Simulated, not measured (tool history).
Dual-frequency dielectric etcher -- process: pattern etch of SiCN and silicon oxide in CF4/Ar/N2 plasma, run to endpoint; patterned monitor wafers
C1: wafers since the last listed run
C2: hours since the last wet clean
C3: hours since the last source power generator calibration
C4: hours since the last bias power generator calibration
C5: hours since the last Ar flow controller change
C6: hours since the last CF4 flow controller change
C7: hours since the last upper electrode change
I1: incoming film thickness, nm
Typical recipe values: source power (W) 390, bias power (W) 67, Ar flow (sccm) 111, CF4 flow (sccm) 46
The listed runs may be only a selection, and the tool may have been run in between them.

run 1 day=0.000 | source_power_(W)=390 bias_power_(W)=67 Ar_flow_(sccm)=111 CF4_flow_(sccm)=46 | C1=0 C2=436.9 C3=3388.1 C4=2536.5 C5=1039.7 C6=2925.2 C7=1439.6 | I1=12.21 | endpoint_time_(s)=17.0
-- day=0.267 wet clean of the chamber
run 2 day=2.308 | source_power_(W)=390 bias_power_(W)=67 Ar_flow_(sccm)=111 CF4_flow_(sccm)=46 | C1=457 C2=49.0 C3=3443.5 C4=2591.9 C5=1095.1 C6=2980.6 C7=1495.0 | I1=12.29 | endpoint_time_(s)=16.1
run 3 day=4.662 | source_power_(W)=390 bias_power_(W)=67 Ar_flow_(sccm)=111 CF4_flow_(sccm)=46 | C1=527 C2=105.5 C3=3500.0 C4=2648.4 C5=1151.6 C6=3037.1 C7=1551.5 | I1=12.14 | endpoint_time_(s)=15.9
run 4 day=6.942 | source_power_(W)=390 bias_power_(W)=67 Ar_flow_(sccm)=111 CF4_flow_(sccm)=46 | C1=510 C2=160.2 C3=3554.7 C4=2703.1 C5=1206.3 C6=3091.8 C7=1606.2 | I1=12.25 | endpoint_time_(s)=16.2
run 5 day=9.612 | source_power_(W)=390 bias_power_(W)=67 Ar_flow_(sccm)=111 CF4_flow_(sccm)=46 | C1=597 C2=224.3 C3=3618.8 C4=2767.2 C5=1270.4 C6=3155.9 C7=1670.3 | I1=12.25 | endpoint_time_(s)=16.5
run 6 day=12.467 | source_power_(W)=390 bias_power_(W)=67 Ar_flow_(sccm)=111 CF4_flow_(sccm)=46 | C1=638 C2=292.8 C3=3687.3 C4=2835.7 C5=1338.9 C6=3224.4 C7=1738.8 | I1=12.23 | endpoint_time_(s)=16.4
-- day=15.179 wet clean of the chamber
run 7 day=15.200 | source_power_(W)=390 bias_power_(W)=67 Ar_flow_(sccm)=111 CF4_flow_(sccm)=46 | C1=388 C2=0.5 C3=3752.9 C4=2901.3 C5=1404.5 C6=3290.0 C7=1804.4 | I1=12.23 | endpoint_time_(s)=15.8
run 8 day=17.900 | source_power_(W)=390 bias_power_(W)=67 Ar_flow_(sccm)=111 CF4_flow_(sccm)=46 | C1=604 C2=65.3 C3=3817.7 C4=2966.1 C5=1469.3 C6=3354.8 C7=1869.2 | I1=12.26 | endpoint_time_(s)=16.1
run 9 day=18.921 | source_power_(W)=390 bias_power_(W)=67 Ar_flow_(sccm)=111 CF4_flow_(sccm)=46 | C1=228 C2=89.8 C3=3842.2 C4=2990.6 C5=1493.8 C6=3379.3 C7=1893.7 | I1=12.17 | endpoint_time_(s)=15.9
-- day=20.658 upper electrode replaced
run 10 day=20.679 | source_power_(W)=390 bias_power_(W)=67 Ar_flow_(sccm)=111 CF4_flow_(sccm)=46 | C1=169 C2=132.0 C3=3884.4 C4=3032.8 C5=1536.0 C6=3421.5 C7=0.5 | I1=12.21 | endpoint_time_(s)=16.1
-- day=21.029 Ar flow controller replaced
-- day=21.792 bias power generator calibrated
run 11 day=21.812 | source_power_(W)=390 bias_power_(W)=67 Ar_flow_(sccm)=111 CF4_flow_(sccm)=46 | C1=160 C2=159.2 C3=3911.6 C4=0.5 C5=18.8 C6=3448.7 C7=27.7 | I1=12.20 | endpoint_time_(s)=16.3
run 12 day=24.354 | source_power_(W)=390 bias_power_(W)=67 Ar_flow_(sccm)=88 CF4_flow_(sccm)=40 | C1=568 C2=220.2 C3=3972.6 C4=61.5 C5=79.8 C6=3509.7 C7=88.7 | I1=12.15 | endpoint_time_(s)=15.7
run 13 day=25.646 | source_power_(W)=390 bias_power_(W)=67 Ar_flow_(sccm)=98 CF4_flow_(sccm)=46 | C1=289 C2=251.2 C3=4003.6 C4=92.5 C5=110.8 C6=3540.7 C7=119.7 | I1=12.26 | endpoint_time_(s)=16.0
run 14 day=26.858 | source_power_(W)=330 bias_power_(W)=82 Ar_flow_(sccm)=125 CF4_flow_(sccm)=46 | C1=271 C2=280.3 C3=4032.7 C4=121.6 C5=139.9 C6=3569.8 C7=148.8 | I1=12.23 | endpoint_time_(s)=17.0
run 15 day=28.092 | source_power_(W)=390 bias_power_(W)=67 Ar_flow_(sccm)=129 CF4_flow_(sccm)=46 | C1=276 C2=309.9 C3=4062.3 C4=151.2 C5=169.5 C6=3599.4 C7=178.4 | I1=12.17 | endpoint_time_(s)=16.9
-- day=29.038 CF4 flow controller replaced
run 16 day=30.229 | source_power_(W)=390 bias_power_(W)=75 Ar_flow_(sccm)=138 CF4_flow_(sccm)=46 | C1=422 C2=361.2 C3=4113.6 C4=202.5 C5=220.8 C6=28.6 C7=229.7 | I1=12.11 | endpoint_time_(s)=16.3
-- day=31.217 source power generator calibrated
-- day=31.321 wet clean of the chamber
run 17 day=31.400 | source_power_(W)=390 bias_power_(W)=75 Ar_flow_(sccm)=138 CF4_flow_(sccm)=46 | C1=201 C2=1.9 C3=4.4 C4=230.6 C5=248.9 C6=56.7 C7=257.8 | I1=12.31 | endpoint_time_(s)=15.8
run 18 day=34.075 | source_power_(W)=360 bias_power_(W)=61 Ar_flow_(sccm)=111 CF4_flow_(sccm)=46 | C1=598 C2=66.1 C3=68.6 C4=294.8 C5=313.1 C6=120.9 C7=322.0 | I1=12.12 | endpoint_time_(s)=17.9
run 19 day=36.579 | source_power_(W)=470 bias_power_(W)=67 Ar_flow_(sccm)=111 CF4_flow_(sccm)=43 | C1=560 C2=126.2 C3=128.7 C4=354.9 C5=373.2 C6=181.0 C7=382.1 | I1=12.13 | endpoint_time_(s)=14.4
run 20 day=38.317 | source_power_(W)=390 bias_power_(W)=67 Ar_flow_(sccm)=83 CF4_flow_(sccm)=46 | C1=388 C2=167.9 C3=170.4 C4=396.6 C5=414.9 C6=222.7 C7=423.8 | I1=12.20 | endpoint_time_(s)=15.3
run 21 day=39.388 | source_power_(W)=390 bias_power_(W)=67 Ar_flow_(sccm)=111 CF4_flow_(sccm)=46 | C1=239 C2=193.6 C3=196.1 C4=422.3 C5=440.6 C6=248.4 C7=449.5 | I1=12.10 | endpoint_time_(s)=16.3
run 22 day=40.579 | source_power_(W)=340 bias_power_(W)=67 Ar_flow_(sccm)=102 CF4_flow_(sccm)=42 | C1=266 C2=222.2 C3=224.7 C4=450.9 C5=469.2 C6=277.0 C7=478.1 | I1=12.19 | endpoint_time_(s)=17.9
run 23 day=41.904 | source_power_(W)=390 bias_power_(W)=59 Ar_flow_(sccm)=111 CF4_flow_(sccm)=56 | C1=296 C2=254.0 C3=256.5 C4=482.7 C5=501.0 C6=308.8 C7=509.9 | I1=12.29 | endpoint_time_(s)=17.1

What was the tool's hidden state at every run in the log?
source power that arrives over what is set, %: 0 across all the runs
bias power that arrives over what is set, %: 0 across all the runs
Ar flow that arrives over what is set, %: 0 across all the runs
CF4 flow that arrives over what is set, %: 0 across all the runs
H1: etch rate over this chamber's usual, %
run=1 H1=-5.92
run=2 H1=-0.893
run=3 H1=-1.63
run=4 H1=-2.34
run=5 H1=-3.17
run=6 H1=-4.06
run=7 H1=0.763
run=8 H1=-0.0796
run=9 H1=-0.398
run=10 H1=-0.947
run=11 H1=-1.3
run=12 H1=-2.09
run=13 H1=-2.5
run=14 H1=-2.88
run=15 H1=-3.26
run=16 H1=-3.93
run=17 H1=-0.149
run=18 H1=-0.984
run=19 H1=-1.77
run=20 H1=-2.31
run=21 H1=-2.64
run=22 H1=-3.01
run=23 H1=-3.43

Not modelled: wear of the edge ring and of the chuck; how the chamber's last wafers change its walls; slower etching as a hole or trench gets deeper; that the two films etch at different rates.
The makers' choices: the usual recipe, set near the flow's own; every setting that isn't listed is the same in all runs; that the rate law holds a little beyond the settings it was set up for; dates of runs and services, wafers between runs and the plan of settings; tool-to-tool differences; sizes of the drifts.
